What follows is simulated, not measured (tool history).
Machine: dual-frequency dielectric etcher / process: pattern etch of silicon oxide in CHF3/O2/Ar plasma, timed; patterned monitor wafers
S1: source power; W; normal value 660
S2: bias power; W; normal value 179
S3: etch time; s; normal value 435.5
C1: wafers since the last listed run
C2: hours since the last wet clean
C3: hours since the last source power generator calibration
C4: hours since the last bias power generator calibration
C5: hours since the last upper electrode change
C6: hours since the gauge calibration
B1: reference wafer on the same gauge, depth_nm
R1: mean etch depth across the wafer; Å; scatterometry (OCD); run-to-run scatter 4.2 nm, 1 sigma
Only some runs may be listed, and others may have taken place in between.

run	day	S1	S2	S3	C1	C2	C3	C4	C5	C6	B1	R1
1	0	600	179	435.5	0	364.3	2591.6	1568.3	5195.6	251.8	813.7	8307
# day 0.058: gauge calibrated
2	0.421	660	179	435.5	51	374.4	2601.7	1578.4	5205.7	8.7	812	8732
3	1.017	660	179	435.5	72	388.7	2616	1592.7	5220	23	810.9	8751
4	1.504	660	179	435.5	59	400.4	2627.7	1604.4	5231.7	34.7	811.2	8736
# day 1.758: bias power generator calibrated
5	1.783	660	179	386.5	13	407.1	2634.4	0.6	5238.4	41.4	814.1	7784
# day 2.862: upper electrode replaced
6	2.883	660	179	386.5	12	433.5	2660.8	27	0.5	67.8	811.2	7784
7	2.9	660	179	386.5	2	433.9	2661.2	27.4	0.9	68.2	815	7812
8	3.275	660	179	435.5	45	442.9	2670.2	36.4	9.9	77.2	812.5	8716
9	3.896	660	179	435.5	75	457.8	2685.1	51.3	24.8	92.1	812.5	8644
10	4.521	660	179	435.5	76	472.8	2700.1	66.3	39.8	107.1	813.5	8717
11	4.771	660	179	435.5	30	478.8	2706.1	72.3	45.8	113.1	812.7	8741
12	5.483	720	179	360.5	86	495.9	2723.2	89.4	62.9	130.2	814.3	7529
# day 6.588: source power generator calibrated
# day 6.804: wet clean of the chamber
13	6.825	790	217	313.5	117	0.5	5.7	121.6	95.1	162.4	813.5	7023
14	6.846	660	151	435.5	2	1	6.2	122.1	95.6	162.9	814.1	8151
15	6.933	660	163	435.5	10	3.1	8.3	124.2	97.7	165	813.2	8181
16	7.325	570	179	435.5	47	12.5	17.7	133.6	107.1	174.4	812.4	7847
17	7.846	780	179	501.5	63	25	30.2	146.1	119.6	186.9	813.6	10531
18	8.283	810	140	495.5	53	35.5	40.7	156.6	130.1	197.4	813.2	10090
19	9.017	570	205	435.5	89	53.1	58.3	174.2	147.7	215	810.8	8118
# day 10.317: gauge calibrated
20	10.888	790	143	435.5	228	98	103.2	219.1	192.6	13.7	812.7	8826
21	11.429	620	142	490	66	111	116.2	232.1	205.6	26.7	812.2	8762
22	11.917	660	220	435.5	59	122.7	127.9	243.8	217.3	38.4	812	8919
23	12.308	550	212	476.5	47	132.1	137.3	253.2	226.7	47.8	812.9	8920
24	12.721	600	197	435.5	50	142	147.2	263.1	236.6	57.7	813.5	8346
25	13.129	660	179	435.5	49	151.8	157	272.9	246.4	67.5	813.8	8529
26	13.446	660	179	499.5	38	159.4	164.6	280.5	254	75.1	811.2	9727
27	13.996	660	179	435.5	67	172.6	177.8	293.7	267.2	88.3	812.8	8579
28	14.567	660	179	377.5	69	186.3	191.5	307.4	280.9	102	813.7	7424
29	15.071	600	143	389.5	61	198.4	203.6	319.5	293	114.1	812.7	6885
30	15.429	610	158	468.5	43	207	212.2	328.1	301.6	122.7	813.6	8616
31	15.883	520	152	556.5	55	217.9	223.1	339	312.5	133.6	812.6	9340

A few steps of R1 between consecutive runs. Split each: what settings, incoming material and random variation would produce without the hidden state, and what is left over for the hidden state, along with gauge scatter present in only one of the two compared results (measured, and without hidden state):
Unlogged tool condition in this case: etch rate over this chamber's usual, %; source power that arrives over what is set, %; bias power that arrives over what is set, %; gauge reads high (%).
Run 7 -> 8: S3 386.5 -> 435.5. R1 +904 Å: hidden state +38, all else +866.
Run 12 -> 13: S1 720 -> 790, S2 179 -> 217, S3 360.5 -> 313.5, source power generator calibrated, wet clean of the chamber. R1 -506 Å: hidden state -294, all else -212.
Run 16 -> 17: S1 570 -> 780, S3 435.5 -> 501.5. R1 +2684 Å: hidden state +19, all else +2665.
Run 18 -> 19: S1 810 -> 570, S2 140 -> 205, S3 495.5 -> 435.5. R1 -1972 Å: hidden state +3, all else -1975.
Run 29 -> 30: S1 600 -> 610, S2 143 -> 158, S3 389.5 -> 468.5. R1 +1731 Å: hidden state +39, all else +1692.
